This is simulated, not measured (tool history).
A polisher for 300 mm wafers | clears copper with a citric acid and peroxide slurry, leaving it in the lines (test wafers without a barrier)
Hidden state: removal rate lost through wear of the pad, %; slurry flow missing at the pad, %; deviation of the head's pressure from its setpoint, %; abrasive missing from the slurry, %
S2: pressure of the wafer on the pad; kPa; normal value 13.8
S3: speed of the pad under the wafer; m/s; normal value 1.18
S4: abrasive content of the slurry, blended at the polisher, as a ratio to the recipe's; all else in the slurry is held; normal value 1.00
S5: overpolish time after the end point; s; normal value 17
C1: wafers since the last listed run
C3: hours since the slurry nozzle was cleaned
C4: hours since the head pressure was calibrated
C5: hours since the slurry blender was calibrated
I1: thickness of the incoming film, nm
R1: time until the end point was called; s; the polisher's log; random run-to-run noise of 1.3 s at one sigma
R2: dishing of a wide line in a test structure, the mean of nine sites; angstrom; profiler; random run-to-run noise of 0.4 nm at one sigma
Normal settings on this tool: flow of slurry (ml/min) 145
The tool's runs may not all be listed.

run 1 day=0.000 | flow_of_slurry_(ml/min)=165 S2=13.8 S3=1.18 S4=1.00 S5=17 | C1=0 wafers_polished_on_this_pad=1111 C3=35.0 C4=20.0 C5=26.5 | I1=183.7 | R1=85.9 R2=269
run 2 day=0.904 | flow_of_slurry_(ml/min)=165 S2=13.8 S3=1.18 S4=1.00 S5=17 | C1=223 wafers_polished_on_this_pad=1334 C3=56.7 C4=41.7 C5=48.2 | I1=183.7 | R1=82.8 R2=269
run 3 day=2.000 | flow_of_slurry_(ml/min)=165 S2=13.8 S3=1.18 S4=1.00 S5=17 | C1=270 wafers_polished_on_this_pad=1604 C3=83.0 C4=68.0 C5=74.5 | I1=187.2 | R1=88.0 R2=267
-- day=2.871 worn pad replaced by a new one
run 4 day=3.317 | flow_of_slurry_(ml/min)=145 S2=13.8 S3=1.18 S4=1.15 S5=17 | C1=283 wafers_polished_on_this_pad=110 C3=114.6 C4=99.6 C5=106.1 | I1=186.2 | R1=87.0 R2=268
run 5 day=4.546 | flow_of_slurry_(ml/min)=145 S2=13.8 S3=1.18 S4=1.15 S5=17 | C1=303 wafers_polished_on_this_pad=413 C3=144.1 C4=129.1 C5=135.6 | I1=184.6 | R1=87.6 R2=260
run 6 day=5.825 | flow_of_slurry_(ml/min)=145 S2=13.8 S3=1.18 S4=1.15 S5=17 | C1=315 wafers_polished_on_this_pad=728 C3=174.8 C4=159.8 C5=166.3 | I1=184.2 | R1=90.4 R2=269
run 7 day=7.150 | flow_of_slurry_(ml/min)=175 S2=13.8 S3=1.18 S4=1.00 S5=17 | C1=326 wafers_polished_on_this_pad=1055 C3=206.6 C4=191.6 C5=198.1 | I1=183.1 | R1=86.9 R2=266
run 8 day=8.300 | flow_of_slurry_(ml/min)=175 S2=13.8 S3=1.18 S4=1.00 S5=17 | C1=283 wafers_polished_on_this_pad=1339 C3=234.2 C4=219.2 C5=225.7 | I1=185.2 | R1=88.8 R2=266
-- day=8.500 slurry blender recalibrated
run 9 day=9.133 | flow_of_slurry_(ml/min)=175 S2=13.8 S3=1.18 S4=1.00 S5=17 | C1=185 wafers_polished_on_this_pad=1524 C3=254.2 C4=239.2 C5=15.2 | I1=183.9 | R1=87.4 R2=256
-- day=10.092 worn pad replaced by a new one
run 10 day=13.142 | flow_of_slurry_(ml/min)=145 S2=13.8 S3=1.18 S4=1.00 S5=17 | C1=947 wafers_polished_on_this_pad=751 C3=350.4 C4=335.4 C5=111.4 | I1=185.2 | R1=95.0 R2=254
run 11 day=17.058 | flow_of_slurry_(ml/min)=145 S2=13.8 S3=1.18 S4=1.00 S5=17 | C1=966 wafers_polished_on_this_pad=1718 C3=444.4 C4=429.4 C5=205.4 | I1=186.5 | R1=93.9 R2=235
-- day=18.350 worn pad replaced by a new one
-- day=19.508 slurry blender recalibrated
run 12 day=21.025 | flow_of_slurry_(ml/min)=145 S2=13.8 S3=1.18 S4=1.00 S5=17 | C1=916 wafers_polished_on_this_pad=639 C3=539.6 C4=524.6 C5=36.4 | I1=184.5 | R1=97.1 R2=244
run 13 day=21.567 | flow_of_slurry_(ml/min)=145 S2=13.8 S3=1.18 S4=0.90 S5=17 | C1=133 wafers_polished_on_this_pad=773 C3=552.6 C4=537.6 C5=49.4 | I1=187.1 | R1=99.6 R2=240
run 14 day=22.400 | flow_of_slurry_(ml/min)=145 S2=13.8 S3=1.18 S4=1.20 S5=23 | C1=205 wafers_polished_on_this_pad=978 C3=572.6 C4=557.6 C5=69.4 | I1=186.7 | R1=96.1 R2=312
run 15 day=24.433 | flow_of_slurry_(ml/min)=120 S2=13.8 S3=1.18 S4=0.90 S5=11 | C1=501 wafers_polished_on_this_pad=1480 C3=621.4 C4=606.4 C5=118.2 | I1=184.8 | R1=104.7 R2=147
run 16 day=25.646 | flow_of_slurry_(ml/min)=145 S2=13.8 S3=1.18 S4=1.00 S5=17 | C1=299 wafers_polished_on_this_pad=1779 C3=650.5 C4=635.5 C5=147.3 | I1=187.7 | R1=101.9 R2=231
run 17 day=26.412 | flow_of_slurry_(ml/min)=145 S2=11.0 S3=1.42 S4=1.15 S5=10 | C1=189 wafers_polished_on_this_pad=1968 C3=668.9 C4=653.9 C5=165.7 | I1=187.0 | R1=101.6 R2=139
-- day=26.908 worn pad replaced by a new one
-- day=27.133 head pressure recalibrated
run 18 day=27.708 | flow_of_slurry_(ml/min)=145 S2=13.8 S3=1.18 S4=1.00 S5=22 | C1=257 wafers_polished_on_this_pad=176 C3=700.0 C4=13.8 C5=196.8 | I1=187.8 | R1=95.6 R2=309
run 19 day=28.800 | flow_of_slurry_(ml/min)=145 S2=13.8 S3=0.94 S4=1.00 S5=17 | C1=269 wafers_polished_on_this_pad=445 C3=726.2 C4=40.0 C5=223.0 | I1=186.6 | R1=113.9 R2=213

Run 20 is up next; what results do you expect?
-- day=28.888 slurry nozzle cleaned
-- day=31.071 slurry blender recalibrated
run 20 day=31.904 | flow_of_slurry_(ml/min)=185 S2=13.8 S3=1.18 S4=1.00 S5=17 | C1=734 wafers_polished_on_this_pad=1180 C3=72.4 C4=114.5 C5=20.0 | I1=182.2 | R1=? R2=?

R1: 85.1 s
R2: 268 angstrom
Without the tool's hidden state the same run would have given R1 82.6 s, R2 276 angstrom.

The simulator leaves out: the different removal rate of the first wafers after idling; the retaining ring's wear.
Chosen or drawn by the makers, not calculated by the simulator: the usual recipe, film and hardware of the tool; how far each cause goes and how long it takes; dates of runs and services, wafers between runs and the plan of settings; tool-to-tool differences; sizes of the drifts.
